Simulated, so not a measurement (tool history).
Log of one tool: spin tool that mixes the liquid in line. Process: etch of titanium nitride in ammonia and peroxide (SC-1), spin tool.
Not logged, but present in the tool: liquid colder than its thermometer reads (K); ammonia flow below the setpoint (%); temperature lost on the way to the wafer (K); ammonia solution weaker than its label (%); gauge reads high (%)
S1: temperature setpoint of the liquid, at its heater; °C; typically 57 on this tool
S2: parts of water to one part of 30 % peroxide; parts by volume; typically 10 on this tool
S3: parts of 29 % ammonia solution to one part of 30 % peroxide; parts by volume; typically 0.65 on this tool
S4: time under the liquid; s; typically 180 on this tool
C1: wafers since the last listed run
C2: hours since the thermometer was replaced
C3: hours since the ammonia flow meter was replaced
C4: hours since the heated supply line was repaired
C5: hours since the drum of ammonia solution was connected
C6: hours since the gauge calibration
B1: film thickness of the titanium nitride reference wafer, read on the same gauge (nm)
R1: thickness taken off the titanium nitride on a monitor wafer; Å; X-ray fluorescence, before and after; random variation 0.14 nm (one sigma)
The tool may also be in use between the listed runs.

run   hour    S1    S2    S3   S4   C1      C2     C3     C4     C5     C6      B1     R1
  1      0    57    10  0.65  180    0  2358.9   85.9     83  126.6    582  100.01    234
  2   28.9    57    10  0.65  180  222  2387.8  114.8  111.9  155.5  610.9  100.01  234.3
      41.4  -- thermometer replaced
  3   45.2    57    10  0.65  215  117     3.8  131.1  128.2  171.8  627.2   99.98  278.5
  4   70.7    57    10  0.65  215  195    29.3  156.6  153.7  197.3  652.7   99.97  278.8
  5   95.4    57    10  0.65  180  189      54  181.3  178.4    222  677.4  100.01  232.3
     109.7  -- new drum of ammonia solution connected
  6  110.2    57    10  0.65  180  106    68.8  196.1  193.2    0.5  692.2  100.02  233.3
  7    123    66    10  0.65  135   98    81.6  208.9    206   13.3    705  100.02    313
  8  149.3    53     5  0.75  180  202   107.9  235.2  232.3   39.6  731.3   99.98    255
     159.6  -- gauge calibrated
  9    173    57    10   0.5   75  182   131.6  258.9    256   63.3   13.4  100.02     92
 10  192.2  51.5    10  0.65  260  147   150.8  278.1  275.2   82.5   32.6   99.98  228.8
 11    227    57   6.5  0.65  230  267   185.6  312.9    310  117.3   67.4   99.98    366
 12  261.6    54     6  0.65  180  265   220.2  347.5  344.6  151.9    102  100.02  241.1
 13  291.4    57    10  0.65  285  228     250  377.3  374.4  181.7  131.8  100.02  359.7
 14  311.7    57  12.5  0.45  180  155   270.3  397.6  394.7    202  152.1   99.99  192.3
 15  325.2    64    10  0.65  235  103   283.8  411.1  408.2  215.5  165.6  100.02    475
     354.8  -- new drum of ammonia solution connected
 16  357.7    57    12   0.9  235  242   316.3  443.6  440.7    2.9  198.1   99.99  287.2
 17  391.7  64.5    12  0.65  180  261   350.3  477.6  474.7   36.9  232.1  100.03  343.5
 18  420.5    57  11.5  0.45  180  221   379.1  506.4  503.5   65.7  260.9  100.03  200.8
 19    440  52.5   7.5   0.9   95  149   398.6  525.9    523   85.2  280.4   99.99    108
 20  462.6    57    10  0.65  180  173   421.2  548.5  545.6  107.8    303   99.99  229.5
 21  484.2  52.5    10   0.8   70  165   442.8  570.1  567.2  129.4  324.6  100.02   67.3
 22  508.3    57   7.5   0.4  180  185   466.9  594.2  591.3  153.5  348.7     100  244.6
 23  531.3    57    10  0.65  180  176   489.9  617.2  614.3  176.5  371.7   99.99  228.7
 24  561.9  47.5    10  0.65  180  235   520.5  647.8  644.9  207.1  402.3  100.01  118.9

Consider 4 possible next runs. They are alternatives, not a sequence: every one starts from the tool as it was left by run 24. What does each give?
  A  562.4    57    10  0.65  180   3  521  648.3  645.4  207.6  402.8   ?   ?
  B  562.4    57    15  0.65  270   3  521  648.3  645.4  207.6  402.8   ?   ?
  C  562.4  66.5  13.5  0.95  135   3  521  648.3  645.4  207.6  402.8   ?   ?
  D  562.4  60.5    10  0.65  125   3  521  648.3  645.4  207.6  402.8   ?   ?

run     B1     R1
  A  99.98  226.6
  B  99.98  274.4
  C  99.98  287.2
  D  99.98  198.4
Without the tool's unlogged condition, the same runs would have read:
run     R1
  A  233.7
  B  282.9
  C  295.7
  D  204.5
